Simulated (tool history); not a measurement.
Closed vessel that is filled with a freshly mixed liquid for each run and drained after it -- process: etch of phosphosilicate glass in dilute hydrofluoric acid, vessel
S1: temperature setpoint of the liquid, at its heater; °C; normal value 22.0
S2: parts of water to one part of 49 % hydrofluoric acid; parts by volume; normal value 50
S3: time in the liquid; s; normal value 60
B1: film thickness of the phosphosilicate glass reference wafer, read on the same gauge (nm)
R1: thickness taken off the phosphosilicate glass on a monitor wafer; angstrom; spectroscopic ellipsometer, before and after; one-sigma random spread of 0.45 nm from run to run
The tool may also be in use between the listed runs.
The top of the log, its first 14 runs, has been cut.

run 15 hour=170.3 | S1=26.0 S2=50 S3=80 | B1=140.03 | R1=1926.5
-- hour=177.8 hydrofluoric acid flow meter replaced
run 16 hour=184.0 | S1=22.0 S2=50 S3=60 | B1=140.01 | R1=1224.9
-- hour=184.2 gauge calibrated
run 17 hour=196.4 | S1=22.0 S2=50 S3=60 | B1=140.01 | R1=1218.1
run 18 hour=203.3 | S1=20.5 S2=35 S3=50 | B1=139.97 | R1=1385.5
run 19 hour=209.8 | S1=20.0 S2=35 S3=70 | B1=139.97 | R1=1894.2
run 20 hour=216.8 | S1=22.0 S2=35 S3=80 | B1=140.02 | R1=2360.0
run 21 hour=229.8 | S1=19.0 S2=35 S3=75 | B1=140.04 | R1=1938.0
run 22 hour=243.2 | S1=22.0 S2=50 S3=60 | B1=140.02 | R1=1217.7
-- hour=256.9 thermometer replaced
run 23 hour=260.2 | S1=26.0 S2=30 S3=60 | B1=140.02 | R1=2752.5
run 24 hour=268.5 | S1=18.0 S2=50 S3=75 | B1=139.96 | R1=1449.4
run 25 hour=274.6 | S1=22.0 S2=65 S3=50 | B1=140.01 | R1=858.6
run 26 hour=288.8 | S1=24.5 S2=50 S3=60 | B1=139.97 | R1=1507.3
run 27 hour=313.9 | S1=22.0 S2=50 S3=60 | B1=140.02 | R1=1351.3
run 28 hour=326.2 | S1=22.0 S2=50 S3=45 | B1=140.02 | R1=1016.9
run 29 hour=340.3 | S1=22.0 S2=50 S3=60 | B1=139.99 | R1=1352.3
run 30 hour=353.2 | S1=22.0 S2=50 S3=60 | B1=139.98 | R1=1351.4
run 31 hour=359.8 | S1=22.0 S2=60 S3=60 | B1=139.98 | R1=1112.0
run 32 hour=376.0 | S1=18.5 S2=65 S3=75 | B1=140.00 | R1=1104.1
run 33 hour=383.6 | S1=22.0 S2=50 S3=60 | B1=139.99 | R1=1348.1

Alternative continuations, all from the tool just after run 33; predict every row:
run A hour=384.3 | S1=22.0 S2=50 S3=60 | B1=? | R1=?
run B hour=384.3 | S1=25.0 S2=70 S3=60 | B1=? | R1=?
run C hour=384.3 | S1=18.0 S2=35 S3=45 | B1=? | R1=?

run=A B1=140.01 R1=1346.4
run=B B1=140.01 R1=1060.3
run=C B1=140.01 R1=1237.6
The same runs, with their run-to-run variation unchanged, on a tool lacking any hidden condition would have given:
run=A R1=1362.2
run=B R1=1072.3
run=C R1=1252.8

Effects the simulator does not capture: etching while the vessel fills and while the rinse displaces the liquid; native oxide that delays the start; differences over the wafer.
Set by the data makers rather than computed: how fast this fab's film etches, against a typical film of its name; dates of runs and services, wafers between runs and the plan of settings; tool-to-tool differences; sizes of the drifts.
